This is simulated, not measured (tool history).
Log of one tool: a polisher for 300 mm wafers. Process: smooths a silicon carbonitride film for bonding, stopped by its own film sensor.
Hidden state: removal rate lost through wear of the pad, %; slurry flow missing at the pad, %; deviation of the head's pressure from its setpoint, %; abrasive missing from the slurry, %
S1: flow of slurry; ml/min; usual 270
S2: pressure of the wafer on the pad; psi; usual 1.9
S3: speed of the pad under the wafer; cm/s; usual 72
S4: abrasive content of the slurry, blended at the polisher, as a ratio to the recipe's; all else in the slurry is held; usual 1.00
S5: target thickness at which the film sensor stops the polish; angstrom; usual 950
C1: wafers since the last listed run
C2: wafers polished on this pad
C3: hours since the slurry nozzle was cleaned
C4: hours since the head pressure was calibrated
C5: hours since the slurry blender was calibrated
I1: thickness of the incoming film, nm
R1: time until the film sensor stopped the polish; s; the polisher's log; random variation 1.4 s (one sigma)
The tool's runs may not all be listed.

{"run": 1, "hour": 0.0, "S1": 270, "S2": 1.9, "S3": 72, "S4": 1.0, "S5": 950, "C1": 0, "C2": 554, "C3": 413.5, "C4": 366.0, "C5": 284.5, "I1": 110.2, "R1": 96.5}
{"run": 2, "hour": 99.7, "S1": 270, "S2": 1.9, "S3": 72, "S4": 1.0, "S5": 950, "C1": 509, "C2": 1063, "C3": 513.2, "C4": 465.7, "C5": 384.2, "I1": 110.4, "R1": 99.6}
{"hour": 172.9, "done": "worn pad replaced by a new one"}
{"run": 3, "hour": 177.7, "S1": 270, "S2": 1.9, "S3": 72, "S4": 1.0, "S5": 950, "C1": 377, "C2": 24, "C3": 591.2, "C4": 543.7, "C5": 462.2, "I1": 111.4, "R1": 106.5}
{"hour": 220.4, "done": "slurry blender recalibrated"}
{"run": 4, "hour": 222.4, "S1": 270, "S2": 1.9, "S3": 72, "S4": 1.0, "S5": 950, "C1": 218, "C2": 242, "C3": 635.9, "C4": 588.4, "C5": 2.0, "I1": 109.7, "R1": 86.9}
{"run": 5, "hour": 294.8, "S1": 270, "S2": 1.9, "S3": 72, "S4": 1.0, "S5": 950, "C1": 369, "C2": 612, "C3": 708.3, "C4": 660.8, "C5": 74.4, "I1": 110.6, "R1": 94.4}
{"run": 6, "hour": 360.4, "S1": 270, "S2": 1.9, "S3": 72, "S4": 1.0, "S5": 950, "C1": 334, "C2": 947, "C3": 773.9, "C4": 726.4, "C5": 140.0, "I1": 109.3, "R1": 88.9}
{"hour": 389.6, "done": "slurry nozzle cleaned"}
{"hour": 446.7, "done": "worn pad replaced by a new one"}
{"run": 7, "hour": 449.3, "S1": 270, "S2": 1.9, "S3": 72, "S4": 1.0, "S5": 950, "C1": 428, "C2": 13, "C3": 59.7, "C4": 815.3, "C5": 228.9, "I1": 109.4, "R1": 90.6}
{"run": 8, "hour": 512.9, "S1": 270, "S2": 1.9, "S3": 72, "S4": 1.0, "S5": 950, "C1": 324, "C2": 338, "C3": 123.3, "C4": 878.9, "C5": 292.5, "I1": 110.7, "R1": 99.1}
{"run": 9, "hour": 584.7, "S1": 270, "S2": 1.9, "S3": 72, "S4": 1.0, "S5": 950, "C1": 366, "C2": 704, "C3": 195.1, "C4": 950.7, "C5": 364.3, "I1": 110.2, "R1": 96.3}
{"run": 10, "hour": 640.8, "S1": 270, "S2": 1.9, "S3": 72, "S4": 1.0, "S5": 950, "C1": 286, "C2": 991, "C3": 251.2, "C4": 1006.8, "C5": 420.4, "I1": 110.8, "R1": 101.4}
{"run": 11, "hour": 688.1, "S1": 220, "S2": 1.9, "S3": 80, "S4": 1.1, "S5": 930, "C1": 241, "C2": 1232, "C3": 298.5, "C4": 1054.1, "C5": 467.7, "I1": 109.7, "R1": 95.8}
{"hour": 698.5, "done": "worn pad replaced by a new one"}
{"run": 12, "hour": 727.7, "S1": 270, "S2": 1.9, "S3": 72, "S4": 1.0, "S5": 950, "C1": 181, "C2": 149, "C3": 338.1, "C4": 1093.7, "C5": 507.3, "I1": 109.2, "R1": 92.7}
{"hour": 730.1, "done": "slurry blender recalibrated"}
{"run": 13, "hour": 786.1, "S1": 270, "S2": 1.9, "S3": 72, "S4": 0.8, "S5": 950, "C1": 287, "C2": 437, "C3": 396.5, "C4": 1152.1, "C5": 56.0, "I1": 110.6, "R1": 109.3}
{"run": 14, "hour": 877.1, "S1": 205, "S2": 1.2, "S3": 72, "S4": 1.0, "S5": 910, "C1": 464, "C2": 901, "C3": 487.5, "C4": 1243.1, "C5": 147.0, "I1": 111.3, "R1": 206.4}
{"run": 15, "hour": 937.9, "S1": 270, "S2": 1.9, "S3": 72, "S4": 1.0, "S5": 950, "C1": 310, "C2": 1212, "C3": 548.3, "C4": 1303.9, "C5": 207.8, "I1": 109.6, "R1": 89.6}
{"hour": 956.0, "done": "head pressure recalibrated"}
{"hour": 993.0, "done": "worn pad replaced by a new one"}
{"run": 16, "hour": 993.5, "S1": 330, "S2": 1.9, "S3": 54, "S4": 0.75, "S5": 950, "C1": 253, "C2": 2, "C3": 603.9, "C4": 37.5, "C5": 263.4, "I1": 111.0, "R1": 145.4}
{"run": 17, "hour": 1027.5, "S1": 325, "S2": 1.9, "S3": 82, "S4": 1.0, "S5": 1000, "C1": 173, "C2": 176, "C3": 637.9, "C4": 71.5, "C5": 297.4, "I1": 109.1, "R1": 51.3}
{"hour": 1126.8, "done": "slurry blender recalibrated"}
{"hour": 1134.7, "done": "slurry nozzle cleaned"}
{"run": 18, "hour": 1137.4, "S1": 270, "S2": 1.9, "S3": 98, "S4": 1.0, "S5": 990, "C1": 545, "C2": 722, "C3": 2.7, "C4": 181.4, "C5": 10.6, "I1": 109.7, "R1": 52.8}
{"run": 19, "hour": 1226.5, "S1": 315, "S2": 1.9, "S3": 72, "S4": 1.0, "S5": 980, "C1": 454, "C2": 1176, "C3": 91.8, "C4": 270.5, "C5": 99.7, "I1": 111.3, "R1": 78.4}
{"hour": 1260.3, "done": "worn pad replaced by a new one"}
{"run": 20, "hour": 1319.0, "S1": 270, "S2": 2.5, "S3": 92, "S4": 1.25, "S5": 970, "C1": 451, "C2": 299, "C3": 184.3, "C4": 363.0, "C5": 192.2, "I1": 108.8, "R1": 41.8}
{"run": 21, "hour": 1453.7, "S1": 270, "S2": 1.9, "S3": 72, "S4": 1.0, "S5": 950, "C1": 687, "C2": 987, "C3": 319.0, "C4": 497.7, "C5": 326.9, "I1": 110.6, "R1": 98.7}

3 ways to go on from here, each from the tool as it stands after run 21. What would each give?
{"run": "A", "hour": 1454.2, "S1": 270, "S2": 1.9, "S3": 72, "S4": 1.0, "S5": 930, "C1": 2, "C2": 990, "C3": 319.5, "C4": 498.2, "C5": 327.4, "I1": 109.1, "R1": "?"}
{"run": "B", "hour": 1454.2, "S1": 340, "S2": 1.9, "S3": 72, "S4": 1.1, "S5": 930, "C1": 2, "C2": 990, "C3": 319.5, "C4": 498.2, "C5": 327.4, "I1": 109.1, "R1": "?"}
{"run": "C", "hour": 1454.2, "S1": 270, "S2": 1.9, "S3": 72, "S4": 1.1, "S5": 950, "C1": 2, "C2": 990, "C3": 319.5, "C4": 498.2, "C5": 327.4, "I1": 109.1, "R1": "?"}

run=A R1=106.1
run=B R1=98.0
run=C R1=87.8
Without the tool's hidden state the same runs would have given:
run=A R1=100.1
run=B R1=92.8
run=C R1=83.1
